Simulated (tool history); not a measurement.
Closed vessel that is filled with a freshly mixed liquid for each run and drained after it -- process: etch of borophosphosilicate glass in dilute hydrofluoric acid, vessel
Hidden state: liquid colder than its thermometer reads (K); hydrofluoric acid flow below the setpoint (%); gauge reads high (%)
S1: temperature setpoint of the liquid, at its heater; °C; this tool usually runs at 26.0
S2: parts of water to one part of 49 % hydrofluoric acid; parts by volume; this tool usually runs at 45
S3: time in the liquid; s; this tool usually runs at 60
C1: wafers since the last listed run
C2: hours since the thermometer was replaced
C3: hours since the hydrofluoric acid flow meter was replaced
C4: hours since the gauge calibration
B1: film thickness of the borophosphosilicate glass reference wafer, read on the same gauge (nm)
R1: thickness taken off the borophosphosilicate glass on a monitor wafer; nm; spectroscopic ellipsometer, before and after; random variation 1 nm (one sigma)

run     day    S1  S2  S3    C1      C2      C3     C4     B1      R1
  1   0.000  26.0  45  60     0  1574.0  1337.5  230.6  30.01  105.02
  2   0.633  26.0  45  60  2236  1589.2  1352.7  245.8  29.93  102.60
  3   1.375  26.0  45  60  2619  1607.0  1370.5  263.6  29.98  103.61
  4   1.683  26.0  45  60  1089  1614.4  1377.9  271.0  30.01  106.00
  5   2.200  26.0  45  60  1824  1626.8  1390.3  283.4  29.99  106.64
  6   2.521  26.0  45  60  1133  1634.5  1398.0  291.1  29.99  105.19
  7   2.958  27.5  35  60  1545  1645.0  1408.5  301.6  30.02  144.77
  8   3.329  27.5  35  60  1309  1653.9  1417.4  310.5  29.98  143.02
  9   3.842  26.0  45  60  1810  1666.2  1429.7  322.8  29.98  104.90
 10   4.354  26.0  45  60  1810  1678.5  1442.0  335.1  29.96  104.84
 11   5.079  26.0  45  60  2560  1695.9  1459.4  352.5  29.98  105.64
 12   5.521  26.0  45  60  1559  1706.5  1470.0  363.1  30.06  103.19
 13   5.858  26.0  45  60  1192  1714.6  1478.1  371.2  30.07  104.09
 14   6.342  26.0  45  60  1707  1726.2  1489.7  382.8  29.98  104.50
      6.542  -- hydrofluoric acid flow meter replaced
 15   6.654  26.0  45  60   956  1733.7     2.7  390.3  29.99  102.74
 16   7.129  26.0  45  60  1677  1745.1    14.1  401.7  29.96  105.07
 17   9.367  29.0  30  40  7902  1798.8    67.8  455.4  30.03  121.40
 18   9.662  21.5  45  90  1044  1805.9    74.9  462.5  30.03  129.79
      9.692  -- gauge calibrated
 19  10.350  30.5  35  45  2428  1822.4    91.4   15.8  29.98  122.31
 20  10.867  22.0  45  95  1824  1834.8   103.8   28.2  29.98  142.17
 21  12.583  26.0  60  60  6063  1876.0   145.0   69.4  30.01   77.41
 22  13.038  26.0  35  30  1604  1886.9   155.9   80.3  29.97   67.97
 23  13.750  26.0  45  60  2516  1904.0   173.0   97.4  29.96  105.20
     14.017  -- thermometer replaced
 24  14.088  28.0  45  60  1044     1.7   181.1  105.5  30.03  113.11
 25  14.783  27.5  50  45  2457    18.4   197.8  122.2  29.99   73.73
 26  15.504  26.0  45  60  2546    35.7   215.1  139.5  30.04  103.91
 27  17.579  29.0  40  30  7328    85.5   264.9  189.3  29.99   66.28

5 options for the next run, each taken on its own from the tool as it stands now. Forecast them:
  A  17.608  26.0  45  45  103  86.2  265.6  190.0   ?   ?
  B  17.608  24.5  65  60  103  86.2  265.6  190.0   ?   ?
  C  17.608  27.5  45  50  103  86.2  265.6  190.0   ?   ?
  D  17.608  26.0  45  70  103  86.2  265.6  190.0   ?   ?
  E  17.608  21.5  45  60  103  86.2  265.6  190.0   ?   ?

run     B1      R1
  A  29.98   78.80
  B  29.98   66.61
  C  29.98   93.04
  D  29.98  122.58
  E  29.98   87.21
Take away the tool's hidden state, keep each run's random variation, and the runs would have read:
run      R1
  A   78.80
  B   66.61
  C   93.04
  D  122.58
  E   87.21
